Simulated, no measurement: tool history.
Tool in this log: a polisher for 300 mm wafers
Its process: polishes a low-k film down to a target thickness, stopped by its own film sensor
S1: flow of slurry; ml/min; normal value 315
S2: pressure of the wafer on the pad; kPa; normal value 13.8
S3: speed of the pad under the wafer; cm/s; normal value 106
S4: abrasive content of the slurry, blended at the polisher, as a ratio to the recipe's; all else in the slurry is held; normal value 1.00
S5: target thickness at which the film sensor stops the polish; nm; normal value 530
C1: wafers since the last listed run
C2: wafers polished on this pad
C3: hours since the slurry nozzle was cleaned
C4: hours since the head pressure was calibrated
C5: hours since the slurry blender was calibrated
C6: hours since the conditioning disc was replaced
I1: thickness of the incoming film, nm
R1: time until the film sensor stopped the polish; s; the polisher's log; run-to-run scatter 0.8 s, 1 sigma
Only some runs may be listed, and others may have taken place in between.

run,hour,S1,S2,S3,S4,S5,C1,C2,C3,C4,C5,C6,I1,R1
1,0.0,235,13.8,106,0.75,530,0,875,368.6,130.3,204.6,336.4,551.0,54.1
# hour 20.7: conditioning disc replaced and pad reconditioned
2,47.9,235,13.8,106,0.75,530,547,1422,416.5,178.2,252.5,27.2,559.1,74.3
3,84.0,315,13.8,106,1.00,530,430,1852,452.6,214.3,288.6,63.3,553.0,44.8
# hour 137.8: slurry blender recalibrated
4,154.8,315,13.8,106,1.00,530,820,2672,523.4,285.1,17.0,134.1,561.3,61.3
5,219.5,315,13.8,106,1.00,530,771,3444,588.1,349.8,81.7,198.8,548.4,36.5
# hour 239.9: worn pad replaced by a new one
6,244.1,315,13.8,106,1.20,530,245,50,612.7,374.4,106.3,223.4,568.6,66.7
7,288.6,315,13.8,106,1.00,530,530,580,657.2,418.9,150.8,267.9,565.2,70.2
# hour 329.5: slurry nozzle cleaned
8,332.6,315,13.8,106,1.00,530,512,1093,3.1,462.9,194.8,311.9,558.1,55.2
# hour 353.2: conditioning disc replaced and pad reconditioned
9,364.2,315,13.8,106,1.00,530,352,1446,34.7,494.5,226.4,11.0,556.0,50.9
# hour 372.8: head pressure recalibrated
10,402.1,245,13.8,106,1.00,521,427,1874,72.6,29.3,264.3,48.9,560.9,80.1
# hour 405.1: slurry blender recalibrated
11,440.5,315,13.8,122,0.90,530,433,2308,111.0,67.7,35.4,87.3,563.6,67.6
12,467.6,315,13.8,136,1.25,534,323,2631,138.1,94.8,62.5,114.4,555.2,31.6
# hour 584.8: worn pad replaced by a new one
13,604.5,315,11.7,128,1.20,530,1584,235,275.0,231.7,199.4,251.3,571.4,73.2
14,640.1,315,17.9,106,1.00,533,424,659,310.6,267.3,235.0,286.9,563.4,48.5
15,691.1,315,12.4,70,1.00,530,607,1267,361.6,318.3,286.0,337.9,559.9,81.8
# hour 703.1: conditioning disc replaced and pad reconditioned
# hour 721.8: slurry blender recalibrated
16,738.3,315,16.5,106,1.00,530,514,1782,408.8,365.5,16.5,35.2,558.1,47.6
17,804.6,420,13.8,140,0.80,530,790,2572,475.1,431.8,82.8,101.5,571.8,80.7
# hour 829.3: head pressure recalibrated
# hour 858.9: worn pad replaced by a new one
18,859.4,315,13.8,106,1.00,538,581,6,529.9,30.1,137.6,156.3,564.6,51.8
19,1008.8,315,13.8,106,1.00,530,1780,1787,679.3,179.5,287.0,305.7,563.2,65.7
# hour 1012.6: slurry blender recalibrated
# hour 1018.1: conditioning disc replaced and pad reconditioned
20,1061.2,420,13.8,140,0.80,530,576,2363,731.7,231.9,48.6,43.1,568.2,73.6
21,1085.8,230,15.9,126,1.30,530,293,2657,756.3,256.5,73.2,67.7,567.2,51.5
# hour 1124.8: worn pad replaced by a new one
22,1153.9,315,13.8,106,1.00,530,764,347,824.4,324.6,141.3,135.8,556.5,52.1
23,1179.1,315,13.8,106,1.00,523,300,647,849.6,349.8,166.5,161.0,558.7,70.2
# hour 1219.7: slurry nozzle cleaned
24,1235.7,210,13.8,122,1.25,527,662,1310,16.0,406.4,223.1,217.6,563.7,61.2

Give the tool's hidden conditions for every run:
removal rate lost through wear of the pad, %: 0 in every run
slurry flow missing at the pad, %: 0 in every run
deviation of the head's pressure from its setpoint, %: 0 in every run
abrasive missing from the slurry, %: 0 in every run
time polished since the conditioner stopped cutting, s: 0 in every run

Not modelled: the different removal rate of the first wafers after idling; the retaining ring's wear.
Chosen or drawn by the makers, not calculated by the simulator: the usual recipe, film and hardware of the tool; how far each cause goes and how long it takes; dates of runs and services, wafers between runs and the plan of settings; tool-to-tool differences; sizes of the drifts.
